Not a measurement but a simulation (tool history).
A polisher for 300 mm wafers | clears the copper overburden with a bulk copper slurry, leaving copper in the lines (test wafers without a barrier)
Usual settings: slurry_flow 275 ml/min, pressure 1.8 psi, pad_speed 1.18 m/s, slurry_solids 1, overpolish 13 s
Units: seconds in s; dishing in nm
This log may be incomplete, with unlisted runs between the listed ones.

run	hour	slurry_flow	pressure	pad_speed	slurry_solids	overpolish	incoming thickness of the incoming film, nm	seconds	dishing
1	0	275	1.8	1.44	1	13	728.9	105.5	46.4
# hour 13.8: slurry blender recalibrated
2	63.3	275	1.8	1.18	1	13	719	115.6	42.7
3	97.6	275	1.8	1.18	1	13	730.6	122.5	43.8
4	160.2	275	1.8	1.18	1	13	725.6	124.9	42.2
# hour 215.7: slurry nozzle cleaned
# hour 283.1: worn pad replaced by a new one
5	289.8	275	1.8	1.18	1	13	717.2	112.6	44.1
# hour 333.4: slurry blender recalibrated
6	334.3	275	1.8	1.18	1	13	727	107.4	46.7
7	403.7	275	1.8	1.18	1	13	729	115.9	43.9
8	464.7	275	1.8	1.18	1	13	724.6	119.6	43.7
9	521	275	1.8	1.18	1	13	732.5	125.9	40.8
10	556.9	275	1.8	1.18	1	13	736.4	125.2	40.5
# hour 608.1: worn pad replaced by a new one
# hour 609.3: slurry nozzle cleaned
11	609.8	180	2.2	1.18	1	10	744.3	98.6	42.2
12	632.7	275	1.8	1.36	1	13	725.8	102.5	45
# hour 657.5: head pressure recalibrated
13	662.2	275	1.8	1.18	1	13	746.1	121.6	42.8
# hour 668.1: slurry blender recalibrated
14	702.9	200	1.5	1.18	1	13	741.3	143.8	36.3
15	759.4	275	1.8	1.18	1.1	8	725.1	117.1	30.3
16	819.8	275	2	0.82	1	13	720.1	140.3	40.1
17	877.8	275	2.2	1.46	1	20	725.3	90.9	65.8
# hour 922.9: worn pad replaced by a new one
18	934.2	275	1.8	1.18	1	13	745.9	120.7	44.2
# hour 971.9: slurry blender recalibrated
19	985.7	275	1.8	1.18	1	13	742.5	113.7	45.2
# hour 999.2: slurry nozzle cleaned
20	1024.1	275	1.8	1.44	1	13	732.8	102.4	47.2
21	1085.3	205	1.3	1.18	0.75	13	721.4	186.3	29.6
22	1121.6	275	2.2	1.18	1	16	727.7	101.7	54.2
23	1157.4	275	1.8	1.18	1	13	725.3	129.7	41.5
# hour 1227.7: worn pad replaced by a new one
24	1290.1	345	2.3	0.94	1	15	723.5	102.1	53
# hour 1332: slurry blender recalibrated
# hour 1348.3: slurry nozzle cleaned
25	1348.8	275	1.8	1.18	1	13	737	114.5	45.1
26	1373.8	235	1.8	1.18	1	13	731.1	117	42.2
# hour 1384.2: head pressure recalibrated
27	1418.9	275	1.5	1.52	1.1	19	726.1	117.2	51.7

Selected run-to-run steps in seconds, each split into two signed amounts: the part the tool would show with no hidden state at all (from settings, incoming material and random variation), and the remainder, which goes to the hidden state together with any gauge scatter not common to the measured and the hidden-state-free results:
What the log doesn't record here: removal rate lost through wear of the pad, %; slurry flow missing at the pad, %; deviation of the head's pressure from its setpoint, %; abrasive missing from the slurry, %.
Run 10 -> 11: slurry_flow 275 -> 180, pressure 1.8 -> 2.2, overpolish 13 -> 10, worn pad replaced by a new one, slurry nozzle cleaned. seconds -26.6 s: hidden state -13.5, all else -13.1.
Run 20 -> 21: slurry_flow 275 -> 205, pressure 1.8 -> 1.3, pad_speed 1.44 -> 1.18, slurry_solids 1 -> 0.75. seconds +83.9 s: hidden state +18.1, all else +65.8.
Run 21 -> 22: slurry_flow 205 -> 275, pressure 1.3 -> 2.2, slurry_solids 0.75 -> 1, overpolish 13 -> 16. seconds -84.6 s: hidden state -12.5, all else -72.1.
